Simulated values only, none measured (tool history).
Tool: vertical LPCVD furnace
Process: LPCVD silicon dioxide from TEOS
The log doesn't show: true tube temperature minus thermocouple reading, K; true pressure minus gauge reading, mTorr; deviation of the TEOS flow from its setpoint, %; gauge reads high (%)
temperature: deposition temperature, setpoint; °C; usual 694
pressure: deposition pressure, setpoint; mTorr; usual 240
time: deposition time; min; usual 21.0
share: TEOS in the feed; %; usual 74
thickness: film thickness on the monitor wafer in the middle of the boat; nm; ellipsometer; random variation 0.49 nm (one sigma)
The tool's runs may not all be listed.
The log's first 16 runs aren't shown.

| run | day | temperature | pressure | time | share | wafers since the last listed run | hours since the last temperature calibration | hours since the pressure gauge was zeroed | hours since the TEOS flow controller was replaced | hours since the gauge calibration | read-back reference wafer on the same gauge, thickness | thickness |
|---|---|---|---|---|---|---|---|---|---|---|---|---|
|  | 16.888 | gauge calibrated |
| 17 | 17.579 | 694 | 240 | 21.0 | 74 | 712 | 160.3 | 3116.7 | 145.0 | 16.6 | 123.98 | 118.55 |
| 18 | 18.958 | 705 | 295 | 27.5 | 86 | 445 | 193.4 | 3149.8 | 178.1 | 49.7 | 124.07 | 239.84 |
| 19 | 19.921 | 704 | 195 | 21.0 | 81 | 311 | 216.5 | 3172.9 | 201.2 | 72.8 | 124.05 | 141.39 |
| 20 | 20.896 | 694 | 240 | 21.0 | 74 | 315 | 239.9 | 3196.3 | 224.6 | 96.2 | 123.89 | 119.16 |
| 21 | 21.521 | 694 | 200 | 21.0 | 85 | 202 | 254.9 | 3211.3 | 239.6 | 111.2 | 124.00 | 116.40 |
| 22 | 22.996 | 694 | 240 | 21.0 | 74 | 476 | 290.3 | 3246.7 | 275.0 | 146.6 | 124.03 | 119.61 |
| 23 | 24.450 | 694 | 190 | 13.0 | 74 | 470 | 325.2 | 3281.6 | 309.9 | 181.5 | 123.93 | 65.77 |
|  | 27.000 | pressure gauge zeroed |
| 24 | 28.638 | 699 | 240 | 23.5 | 74 | 1030 | 425.7 | 39.3 | 410.4 | 282.0 | 124.05 | 151.23 |
| 25 | 29.304 | 705 | 240 | 26.0 | 74 | 215 | 441.7 | 55.3 | 426.4 | 298.0 | 124.00 | 192.16 |
| 26 | 30.108 | 704 | 195 | 21.0 | 81 | 259 | 461.0 | 74.6 | 445.7 | 317.3 | 124.04 | 142.77 |
| 27 | 33.475 | 690 | 240 | 21.0 | 74 | 1088 | 541.8 | 155.4 | 526.5 | 398.1 | 123.94 | 109.17 |
| 28 | 34.842 | 694 | 240 | 24.0 | 74 | 441 | 574.6 | 188.2 | 559.3 | 430.9 | 124.15 | 138.15 |
| 29 | 36.012 | 694 | 185 | 21.0 | 74 | 378 | 602.7 | 216.3 | 587.4 | 459.0 | 123.95 | 105.35 |
| 30 | 37.067 | 703 | 185 | 25.5 | 74 | 340 | 628.0 | 241.6 | 612.7 | 484.3 | 123.91 | 160.06 |
|  | 38.196 | gauge calibrated |
| 31 | 38.550 | 687 | 240 | 21.0 | 74 | 479 | 663.6 | 277.2 | 648.3 | 8.5 | 124.11 | 102.30 |

Forecast each of these 4 alternatives for the next run:
| A | 38.700 | 694 | 240 | 21.0 | 74 | 48 | 667.2 | 280.8 | 651.9 | 12.1 | ? | ? |
| B | 38.700 | 694 | 280 | 21.0 | 74 | 48 | 667.2 | 280.8 | 651.9 | 12.1 | ? | ? |
| C | 38.700 | 683 | 240 | 21.0 | 85 | 48 | 667.2 | 280.8 | 651.9 | 12.1 | ? | ? |
| D | 38.700 | 689 | 200 | 24.0 | 62 | 48 | 667.2 | 280.8 | 651.9 | 12.1 | ? | ? |

| run | read-back reference wafer on the same gauge, thickness | thickness |
|---|---|---|
| A | 123.89 | 121.71 |
| B | 123.89 | 131.46 |
| C | 123.89 | 100.46 |
| D | 123.89 | 103.29 |
Without the tool's hidden state the same runs would have given:
| run | thickness |
|---|---|
| A | 117.29 |
| B | 126.69 |
| C | 96.73 |
| D | 99.51 |
